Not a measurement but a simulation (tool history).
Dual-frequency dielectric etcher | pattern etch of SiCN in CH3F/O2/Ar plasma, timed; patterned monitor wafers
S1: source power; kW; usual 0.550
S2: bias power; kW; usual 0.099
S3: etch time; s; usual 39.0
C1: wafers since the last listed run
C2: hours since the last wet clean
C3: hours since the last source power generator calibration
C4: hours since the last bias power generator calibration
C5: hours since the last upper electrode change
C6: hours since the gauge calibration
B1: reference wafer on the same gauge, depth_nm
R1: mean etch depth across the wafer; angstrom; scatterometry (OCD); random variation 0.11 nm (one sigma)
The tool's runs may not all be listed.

run    hour     S1     S2    S3    C1     C2      C3      C4      C5      C6     B1     R1
  1     0.0  0.590  0.099  39.0     0  423.4  2376.4  1328.0  4904.9   628.9  16.11  177.6
  2    41.0  0.550  0.099  39.0   404  464.4  2417.4  1369.0  4945.9   669.9  16.10  170.8
      109.1  -- wet clean of the chamber
  3   119.6  0.550  0.099  39.0   539   10.5  2496.0  1447.6  5024.5   748.5  16.08  178.9
  4   204.4  0.550  0.099  39.0   837   95.3  2580.8  1532.4  5109.3   833.3  16.09  178.6
  5   272.9  0.550  0.099  39.0   676  163.8  2649.3  1600.9  5177.8   901.8  16.11  174.7
  6   334.5  0.550  0.099  39.0   608  225.4  2710.9  1662.5  5239.4   963.4  16.10  174.7
  7   440.2  0.550  0.084  39.0  1044  331.1  2816.6  1768.2  5345.1  1069.1  16.09  157.0
  8   509.0  0.550  0.112  35.5   679  399.9  2885.4  1837.0  5413.9  1137.9  16.12  167.2
  9   549.6  0.550  0.112  35.5   401  440.5  2926.0  1877.6  5454.5  1178.5  16.11  166.0
      642.6  -- upper electrode replaced
 10   655.2  0.550  0.112  35.5   806  546.1  3031.6  1983.2    12.6  1284.1  16.10  166.8
      689.0  -- wet clean of the chamber
 11   744.2  0.550  0.099  39.0   642   55.2  3120.6  2072.2   101.6  1373.1  16.11  175.0
      818.9  -- gauge calibrated
 12   837.4  0.550  0.099  39.0   920  148.4  3213.8  2165.4   194.8    18.5  16.11  174.5
 13   903.3  0.550  0.099  39.0   650  214.3  3279.7  2231.3   260.7    84.4  16.09  174.3
      908.9  -- bias power generator calibrated
 14   976.6  0.550  0.099  39.0   684  287.6  3353.0    67.7   334.0   157.7  16.09  177.5
 15  1067.2  0.550  0.099  39.0   894  378.2  3443.6   158.3   424.6   248.3  16.10  176.7
 16  1126.2  0.610  0.099  48.0   582  437.2  3502.6   217.3   483.6   307.3  16.09  225.0
     1226.7  -- wet clean of the chamber
 17  1227.2  0.550  0.099  39.0   760    0.5  3603.6   318.3   584.6   408.3  16.10  184.6
 18  1315.1  0.550  0.099  30.5   868   88.4  3691.5   406.2   672.5   496.2  16.12  141.5
 19  1419.5  0.500  0.110  45.5  1031  192.8  3795.9   510.6   776.9   600.6  16.09  212.8
 20  1508.7  0.480  0.092  45.5   881  282.0  3885.1   599.8   866.1   689.8  16.10  185.3
 21  1600.5  0.550  0.099  39.0   906  373.8  3976.9   691.6   957.9   781.6  16.10  176.4
     1642.4  -- source power generator calibrated
 22  1649.5  0.550  0.099  32.0   444  422.8     7.1   740.6  1006.9   830.6  16.12  142.1
 23  1731.6  0.680  0.106  39.0   810  504.9    89.2   822.7  1089.0   912.7  16.13  197.5
 24  1790.1  0.550  0.112  39.0   577  563.4   147.7   881.2  1147.5   971.2  16.10  186.5
     1827.6  -- wet clean of the chamber
 25  1861.3  0.550  0.099  30.5   466   33.7   218.9   952.4  1218.7  1042.4  16.12  140.9
 26  1940.2  0.480  0.111  30.5   779  112.6   297.8  1031.3  1297.6  1121.3  16.10  140.2
 27  2009.7  0.550  0.088  39.0   686  182.1   367.3  1100.8  1367.1  1190.8  16.11  165.7
 28  2067.4  0.550  0.099  39.0   569  239.8   425.0  1158.5  1424.8  1248.5  16.12  175.4
     2101.9  -- gauge calibrated
 29  2156.2  0.440  0.121  31.0   877  328.6   513.8  1247.3  1513.6    54.3  16.09  141.2
 30  2211.0  0.550  0.099  39.0   541  383.4   568.6  1302.1  1568.4   109.1  16.08  173.3

Forecast each of these 3 alternatives for the next run:
  A  2211.4  0.550  0.099  39.0   3  383.8  569.0  1302.5  1568.8  109.5   ?   ?
  B  2211.4  0.590  0.123  39.0   3  383.8  569.0  1302.5  1568.8  109.5   ?   ?
  C  2211.4  0.470  0.099  33.0   3  383.8  569.0  1302.5  1568.8  109.5   ?   ?

run     B1     R1
  A  16.12  173.4
  B  16.12  202.2
  C  16.12  136.5
Without the tool's hidden state the same runs would have given:
run     R1
  A  183.4
  B  214.1
  C  144.4
